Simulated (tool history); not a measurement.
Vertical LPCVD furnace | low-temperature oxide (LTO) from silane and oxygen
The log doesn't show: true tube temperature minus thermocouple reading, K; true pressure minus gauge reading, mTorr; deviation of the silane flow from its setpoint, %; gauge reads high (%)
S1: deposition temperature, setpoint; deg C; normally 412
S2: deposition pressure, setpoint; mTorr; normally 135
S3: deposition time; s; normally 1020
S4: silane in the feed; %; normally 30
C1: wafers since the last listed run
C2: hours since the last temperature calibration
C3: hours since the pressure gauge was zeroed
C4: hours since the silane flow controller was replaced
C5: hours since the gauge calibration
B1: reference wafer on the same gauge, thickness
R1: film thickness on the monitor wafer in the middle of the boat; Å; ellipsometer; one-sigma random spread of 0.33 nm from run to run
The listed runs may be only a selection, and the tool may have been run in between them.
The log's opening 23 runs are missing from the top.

At hour 1153.2: gauge calibrated.
Run 24, hour 1182.6: usual settings; C1 1279; C2 1491.1; C3 4022.8; C4 587.1; C5 29.4; B1 88.73. Result: R1 767.4 Å.
At hour 1261.8: pressure gauge zeroed.
At hour 1363.4: thermocouples replaced and temperature profile calibrated.
Run 25, hour 1396.4: usual settings but S2 105 mTorr, S3 630 s; C1 4420; C2 33.0; C3 134.6; C4 800.9; C5 243.2; B1 88.54. Result: R1 362.7 Å.
Run 26, hour 1426.2: usual settings but S4 33 %; C1 794; C2 62.8; C3 164.4; C4 830.7; C5 273.0; B1 88.64. Result: R1 853.0 Å.
Run 27, hour 1483.3: usual settings but S4 27 %; C1 1522; C2 119.9; C3 221.5; C4 887.8; C5 330.1; B1 88.54. Result: R1 643.9 Å.
Run 28, hour 1540.4: usual settings but S1 423 deg C, S2 155 mTorr, S3 1350 s, S4 35 %; C1 1522; C2 177.0; C3 278.6; C4 944.9; C5 387.2; B1 88.62. Result: R1 1585.6 Å.
Run 29, hour 1605.6: usual settings but S3 1230 s; C1 1738; C2 242.2; C3 343.8; C4 1010.1; C5 452.4; B1 88.56. Result: R1 903.6 Å.
Run 30, hour 1673.0: usual settings; C1 1797; C2 309.6; C3 411.2; C4 1077.5; C5 519.8; B1 88.67. Result: R1 746.1 Å.
Run 31, hour 1784.3: usual settings but S2 125 mTorr, S3 1170 s; C1 2967; C2 420.9; C3 522.5; C4 1188.8; C5 631.1; B1 88.53. Result: R1 795.7 Å.

Alternative continuations, all from the tool just after run 31; predict every row:
Run A, hour 1787.8: usual settings; C1 93; C2 424.4; C3 526.0; C4 1192.3; C5 634.6; B1 ?. Result: R1 ?.
Run B, hour 1787.8: usual settings but S4 36 %; C1 93; C2 424.4; C3 526.0; C4 1192.3; C5 634.6; B1 ?. Result: R1 ?.
Run C, hour 1787.8: usual settings but S2 115 mTorr, S3 1320 s; C1 93; C2 424.4; C3 526.0; C4 1192.3; C5 634.6; B1 ?. Result: R1 ?.
Run D, hour 1787.8: usual settings but S1 417 deg C, S2 125 mTorr; C1 93; C2 424.4; C3 526.0; C4 1192.3; C5 634.6; B1 ?. Result: R1 ?.

run     B1     R1
  A  88.58  748.8
  B  88.58  958.1
  C  88.58  825.5
  D  88.58  733.3
What these runs would have given with no unlogged condition in the tool:
run     R1
  A  739.8
  B  947.1
  C  815.5
  D  724.7
